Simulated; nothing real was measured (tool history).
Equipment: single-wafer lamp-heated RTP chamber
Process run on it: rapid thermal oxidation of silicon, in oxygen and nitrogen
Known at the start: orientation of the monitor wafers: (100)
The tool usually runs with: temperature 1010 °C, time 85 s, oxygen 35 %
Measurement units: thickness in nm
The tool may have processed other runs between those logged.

| run | hour | temperature | time | oxygen | read-back reference wafer on the same gauge, thickness | thickness |
|---|---|---|---|---|---|---|
| 1 | 0.0 | 1010 | 85 | 35 | 4.459 | 4.951 |
|  | 3.8 | gauge calibrated |
|  | 4.8 | pyrometer window cleaned and pyrometer calibrated |
| 2 | 11.6 | 1010 | 85 | 35 | 4.461 | 4.968 |
| 3 | 29.6 | 1019 | 108 | 35 | 4.463 | 5.857 |
| 4 | 46.7 | 1019 | 108 | 35 | 4.459 | 5.843 |
| 5 | 61.8 | 1032 | 67 | 35 | 4.460 | 5.209 |
| 6 | 76.4 | 1032 | 67 | 35 | 4.460 | 5.188 |
| 7 | 92.9 | 1027 | 85 | 35 | 4.462 | 5.579 |
| 8 | 101.8 | 1027 | 85 | 35 | 4.460 | 5.550 |
| 9 | 113.1 | 1010 | 85 | 35 | 4.462 | 4.920 |
|  | 127.6 | oxygen flow controller replaced |
| 10 | 128.1 | 1010 | 85 | 49 | 4.460 | 5.569 |
| 11 | 132.6 | 996 | 116 | 35 | 4.459 | 5.112 |
| 12 | 145.1 | 996 | 116 | 35 | 4.460 | 5.116 |
| 13 | 157.6 | 1010 | 85 | 35 | 4.461 | 4.943 |
| 14 | 164.2 | 1010 | 85 | 35 | 4.461 | 4.963 |
| 15 | 180.0 | 998 | 85 | 35 | 4.457 | 4.562 |
| 16 | 187.1 | 1029 | 85 | 35 | 4.460 | 5.630 |
| 17 | 204.0 | 1032 | 85 | 46 | 4.459 | 6.317 |
| 18 | 210.6 | 1034 | 85 | 35 | 4.459 | 5.839 |
|  | 224.8 | pyrometer window cleaned and pyrometer calibrated |
| 19 | 226.9 | 1010 | 85 | 17 | 4.460 | 3.935 |
| 20 | 236.6 | 1010 | 57 | 62 | 4.460 | 5.060 |
|  | 246.9 | gauge calibrated |
| 21 | 250.6 | 1001 | 85 | 35 | 4.459 | 4.664 |
| 22 | 265.4 | 1010 | 85 | 35 | 4.457 | 4.940 |
| 23 | 275.3 | 1010 | 85 | 35 | 4.460 | 4.971 |
| 24 | 291.0 | 1010 | 85 | 35 | 4.461 | 4.955 |
| 25 | 300.4 | 981 | 101 | 23 | 4.461 | 3.849 |
| 26 | 316.6 | 1025 | 102 | 17 | 4.461 | 4.651 |
| 27 | 331.9 | 1039 | 85 | 35 | 4.461 | 6.042 |
| 28 | 343.4 | 1032 | 85 | 46 | 4.459 | 6.349 |

Each row is a separate what-if for the run after 28, all from the same tool condition, not one after another. Results?
| A | 343.9 | 1010 | 115 | 35 | ? | ? |
| B | 343.9 | 1010 | 67 | 35 | ? | ? |
| C | 343.9 | 1040 | 85 | 26 | ? | ? |
| D | 343.9 | 1010 | 85 | 19 | ? | ? |
| E | 343.9 | 1010 | 60 | 59 | ? | ? |

| run | read-back reference wafer on the same gauge, thickness | thickness |
|---|---|---|
| A | 4.461 | 5.660 |
| B | 4.461 | 4.484 |
| C | 4.461 | 5.505 |
| D | 4.461 | 4.076 |
| E | 4.461 | 5.095 |
Stripped of hidden state, with their random variation kept, the same runs would have yielded:
| run | thickness |
|---|---|
| A | 5.660 |
| B | 4.484 |
| C | 5.505 |
| D | 4.076 |
| E | 5.095 |
